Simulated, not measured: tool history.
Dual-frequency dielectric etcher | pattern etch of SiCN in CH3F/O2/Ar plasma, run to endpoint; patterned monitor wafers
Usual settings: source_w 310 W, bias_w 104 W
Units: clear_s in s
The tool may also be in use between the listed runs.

run	day	source_w	bias_w	wafers since the last listed run	hours since the last wet clean	hours since the last source power generator calibration	hours since the last bias power generator calibration	hours since the last upper electrode change	incoming incoming film thickness, nm	clear_s
1	0	310	119	0	213.7	4252.8	1593.5	2135.5	7.12	17.8
2	1.158	310	119	430	241.5	4280.6	1621.3	2163.3	7.17	18
3	2.608	310	119	539	276.3	4315.4	1656.1	2198.1	7.16	17.9
4	5.304	270	104	1003	341	4380.1	1720.8	2262.8	7.11	20.4
5	7.342	270	104	758	389.9	4429	1769.7	2311.7	7.06	20.2
# day 9.692: wet clean of the chamber
6	9.908	370	104	582	5.2	4490.6	1831.3	2373.3	7.09	17.5
7	11.567	370	104	617	45	4530.4	1871.1	2413.1	7.11	17.5
8	13.633	310	113	768	94.6	4580	1920.7	2462.7	7.06	18.3
9	15.15	310	113	564	131	4616.4	1957.1	2499.1	7.07	18.3
10	16.85	310	104	632	171.8	4657.2	1997.9	2539.9	7.11	19.2
# day 17.612: source power generator calibrated
11	19.65	310	83	979	239	48.9	2065.1	2607.1	7.12	21.3
12	20.754	310	83	410	265.5	75.4	2091.6	2633.6	7.11	21.2
# day 23.792: wet clean of the chamber
13	23.812	310	83	765	0.5	148.8	2165	2707	7.06	21.2
14	25.388	310	97	586	38.3	186.6	2202.8	2744.8	7.06	19.7
15	26.512	310	104	418	65.3	213.6	2229.8	2771.8	7.12	19.3
16	28.604	360	114	778	115.5	263.8	2280	2822	7.11	17
17	30.117	390	111	562	151.8	300.1	2316.3	2858.3	7.05	16.5
# day 32.417: upper electrode replaced
18	32.438	250	94	491	207.5	355.8	2372	0.5	7.15	22.8

The next listed run, before its measurement:
19	33.371	340	130	347	229.9	378.2	2394.4	22.9	7.21	?

clear_s: 16.7 s
Without the tool's hidden state the same run would have given clear_s 16.5 s.

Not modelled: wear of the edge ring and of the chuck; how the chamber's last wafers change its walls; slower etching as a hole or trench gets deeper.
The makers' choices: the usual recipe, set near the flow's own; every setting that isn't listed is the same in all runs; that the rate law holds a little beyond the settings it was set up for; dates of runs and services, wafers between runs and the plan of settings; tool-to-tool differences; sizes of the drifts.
